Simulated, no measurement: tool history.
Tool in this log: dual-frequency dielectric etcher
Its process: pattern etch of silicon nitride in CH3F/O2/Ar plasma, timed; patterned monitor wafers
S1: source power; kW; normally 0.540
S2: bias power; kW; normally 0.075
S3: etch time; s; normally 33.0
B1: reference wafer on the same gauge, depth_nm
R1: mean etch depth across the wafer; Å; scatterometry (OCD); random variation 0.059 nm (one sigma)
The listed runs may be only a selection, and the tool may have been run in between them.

| run | day | S1 | S2 | S3 | B1 | R1 |
|---|---|---|---|---|---|---|
| 1 | 0.000 | 0.540 | 0.075 | 33.0 | 20.70 | 260.0 |
| 2 | 2.554 | 0.540 | 0.075 | 33.0 | 20.70 | 260.3 |
| 3 | 4.600 | 0.540 | 0.075 | 33.0 | 20.70 | 259.6 |
| 4 | 5.783 | 0.540 | 0.075 | 33.0 | 20.70 | 260.1 |
| 5 | 6.942 | 0.540 | 0.075 | 33.0 | 20.70 | 260.0 |
| 6 | 7.988 | 0.540 | 0.075 | 33.0 | 20.70 | 260.4 |
| 7 | 9.912 | 0.540 | 0.075 | 33.0 | 20.70 | 259.2 |
| 8 | 12.092 | 0.540 | 0.075 | 33.0 | 20.70 | 260.2 |
|  | 12.275 | bias power generator calibrated |
| 9 | 13.246 | 0.540 | 0.075 | 33.0 | 20.70 | 256.3 |
| 10 | 16.046 | 0.540 | 0.075 | 33.0 | 20.70 | 255.2 |
| 11 | 17.804 | 0.470 | 0.075 | 33.0 | 20.71 | 233.7 |
|  | 18.862 | upper electrode replaced |
|  | 18.879 | wet clean of the chamber |
| 12 | 19.888 | 0.600 | 0.075 | 33.0 | 20.70 | 274.7 |
| 13 | 22.412 | 0.580 | 0.056 | 33.0 | 20.69 | 246.5 |
|  | 22.592 | gauge calibrated |
| 14 | 23.862 | 0.610 | 0.075 | 33.0 | 20.68 | 276.7 |
|  | 24.500 | source power generator calibrated |
| 15 | 25.162 | 0.540 | 0.067 | 33.0 | 20.71 | 247.7 |
| 16 | 27.517 | 0.650 | 0.063 | 33.0 | 20.70 | 273.5 |
| 17 | 28.746 | 0.410 | 0.058 | 25.5 | 20.70 | 152.4 |
| 18 | 30.317 | 0.640 | 0.091 | 27.5 | 20.71 | 252.5 |
| 19 | 31.912 | 0.540 | 0.089 | 29.5 | 20.69 | 243.6 |
| 20 | 33.712 | 0.540 | 0.075 | 33.0 | 20.70 | 257.8 |
| 21 | 38.525 | 0.540 | 0.075 | 33.0 | 20.71 | 256.4 |

Forecast each of these 5 alternatives for the next run:
| A | 38.542 | 0.540 | 0.075 | 33.0 | ? | ? |
| B | 38.542 | 0.480 | 0.059 | 33.0 | ? | ? |
| C | 38.542 | 0.540 | 0.066 | 25.5 | ? | ? |
| D | 38.542 | 0.590 | 0.081 | 33.0 | ? | ? |
| E | 38.542 | 0.640 | 0.075 | 28.5 | ? | ? |

| run | B1 | R1 |
|---|---|---|
| A | 20.69 | 256.1 |
| B | 20.69 | 220.5 |
| C | 20.69 | 190.1 |
| D | 20.69 | 276.7 |
| E | 20.69 | 244.2 |
Without the tool's hidden state the same runs would have given:
| run | R1 |
|---|---|
| A | 257.7 |
| B | 221.9 |
| C | 191.3 |
| D | 278.4 |
| E | 245.8 |

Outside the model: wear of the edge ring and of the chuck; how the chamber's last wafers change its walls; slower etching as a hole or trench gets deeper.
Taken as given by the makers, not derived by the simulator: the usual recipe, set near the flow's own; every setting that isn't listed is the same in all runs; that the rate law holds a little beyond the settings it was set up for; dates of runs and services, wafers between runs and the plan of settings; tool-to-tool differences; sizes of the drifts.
